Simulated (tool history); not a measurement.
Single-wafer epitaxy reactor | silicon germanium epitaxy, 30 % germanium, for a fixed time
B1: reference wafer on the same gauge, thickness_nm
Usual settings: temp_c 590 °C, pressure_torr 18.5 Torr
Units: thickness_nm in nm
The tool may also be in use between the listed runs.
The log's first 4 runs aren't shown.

run 5 hour=89.8 | temp_c=590 pressure_torr=18.5 | B1=47.806 | thickness_nm=51.263
run 6 hour=120.6 | temp_c=598 pressure_torr=18.5 | B1=47.780 | thickness_nm=58.245
run 7 hour=135.9 | temp_c=598 pressure_torr=18.5 | B1=47.728 | thickness_nm=58.191
run 8 hour=154.5 | temp_c=590 pressure_torr=21.7 | B1=47.769 | thickness_nm=54.492
run 9 hour=181.9 | temp_c=590 pressure_torr=21.7 | B1=47.856 | thickness_nm=54.573
run 10 hour=215.1 | temp_c=590 pressure_torr=18.5 | B1=47.792 | thickness_nm=51.138
run 11 hour=246.9 | temp_c=590 pressure_torr=18.5 | B1=47.798 | thickness_nm=51.410
run 12 hour=268.8 | temp_c=590 pressure_torr=18.5 | B1=47.901 | thickness_nm=51.302
run 13 hour=302.4 | temp_c=590 pressure_torr=18.5 | B1=47.798 | thickness_nm=51.685
run 14 hour=320.4 | temp_c=590 pressure_torr=15.7 | B1=47.788 | thickness_nm=47.978
run 15 hour=344.9 | temp_c=590 pressure_torr=20.5 | B1=47.777 | thickness_nm=53.964
run 16 hour=366.1 | temp_c=590 pressure_torr=18.5 | B1=47.838 | thickness_nm=51.327
run 17 hour=395.4 | temp_c=590 pressure_torr=18.5 | B1=47.767 | thickness_nm=51.176
run 18 hour=410.4 | temp_c=590 pressure_torr=18.5 | B1=47.803 | thickness_nm=51.651
run 19 hour=423.7 | temp_c=597 pressure_torr=15.9 | B1=47.779 | thickness_nm=54.187
run 20 hour=453.9 | temp_c=590 pressure_torr=15.7 | B1=47.766 | thickness_nm=47.996
run 21 hour=479.3 | temp_c=590 pressure_torr=18.5 | B1=47.838 | thickness_nm=51.713
-- hour=490.3 capacitance manometer re-zeroed and calibrated
-- hour=521.5 pyrometer calibrated
run 22 hour=523.2 | temp_c=595 pressure_torr=15.1 | B1=47.764 | thickness_nm=47.786
-- hour=536.7 showerhead replaced
-- hour=537.2 gauge calibrated
run 23 hour=546.5 | temp_c=576 pressure_torr=17.2 | B1=47.716 | thickness_nm=36.752
run 24 hour=564.2 | temp_c=599 pressure_torr=15.5 | B1=47.809 | thickness_nm=51.469
run 25 hour=578.5 | temp_c=584 pressure_torr=22.6 | B1=47.855 | thickness_nm=47.383
run 26 hour=608.9 | temp_c=601 pressure_torr=21.3 | B1=47.745 | thickness_nm=60.717
run 27 hour=636.9 | temp_c=590 pressure_torr=18.5 | B1=47.782 | thickness_nm=48.185

Run 28 comes next. What will it give?
-- hour=653.0 capacitance manometer re-zeroed and calibrated, repeated, since the last time left the tool worse
run 28 hour=671.7 | temp_c=585 pressure_torr=19.9 | B1=? | thickness_nm=?

Run 28 gave B1 47.810, thickness_nm 47.687 nm.
Without the tool's hidden state the same run would have given thickness_nm 47.682 nm.

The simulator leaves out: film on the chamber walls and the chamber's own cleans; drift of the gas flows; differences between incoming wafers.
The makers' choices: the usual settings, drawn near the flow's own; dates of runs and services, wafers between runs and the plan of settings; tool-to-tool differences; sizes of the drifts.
